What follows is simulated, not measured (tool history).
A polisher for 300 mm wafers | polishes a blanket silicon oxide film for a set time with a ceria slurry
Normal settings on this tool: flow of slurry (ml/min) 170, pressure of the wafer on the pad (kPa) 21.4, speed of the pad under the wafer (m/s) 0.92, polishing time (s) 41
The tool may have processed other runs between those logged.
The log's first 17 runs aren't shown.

run,day,flow of slurry (ml/min),pressure of the wafer on the pad (kPa),speed of the pad under the wafer (m/s),polishing time (s),wafers since the last listed run,wafers polished on this pad,hours since the slurry nozzle was cleaned,hours since the head pressure was calibrated,"incoming thickness of the incoming film, nm",film removed (Å)
# day 33.250: worn pad replaced by a new one
18,34.562,170,21.4,0.76,41,476,283,485.2,509.4,1195.7,1249
# day 34.896: slurry nozzle cleaned
19,35.758,170,21.4,0.92,47,249,532,20.7,538.1,1151.3,1692
20,37.892,140,21.4,1.18,37,460,992,71.9,589.3,1174.3,1478
21,39.125,170,21.4,0.92,41,266,1259,101.5,618.9,1184.4,1411
22,41.462,170,26.9,0.92,41,504,1763,157.6,675.0,1180.6,1668
23,43.521,170,21.4,0.92,41,444,2208,207.0,724.4,1163.7,1347
24,46.238,170,17.2,0.70,41,586,2794,272.2,789.6,1156.4,979
25,47.596,170,15.9,1.14,41,293,3087,304.8,822.2,1156.0,1225

For run 26, what comes out?
26,50.012,170,21.4,0.92,41,521,3609,362.8,880.2,1178.7,?

{"run 26": {"film removed (Å)": 1295}}
The same run, on a tool lacking any hidden state, would have yielded film removed (Å) 1578.

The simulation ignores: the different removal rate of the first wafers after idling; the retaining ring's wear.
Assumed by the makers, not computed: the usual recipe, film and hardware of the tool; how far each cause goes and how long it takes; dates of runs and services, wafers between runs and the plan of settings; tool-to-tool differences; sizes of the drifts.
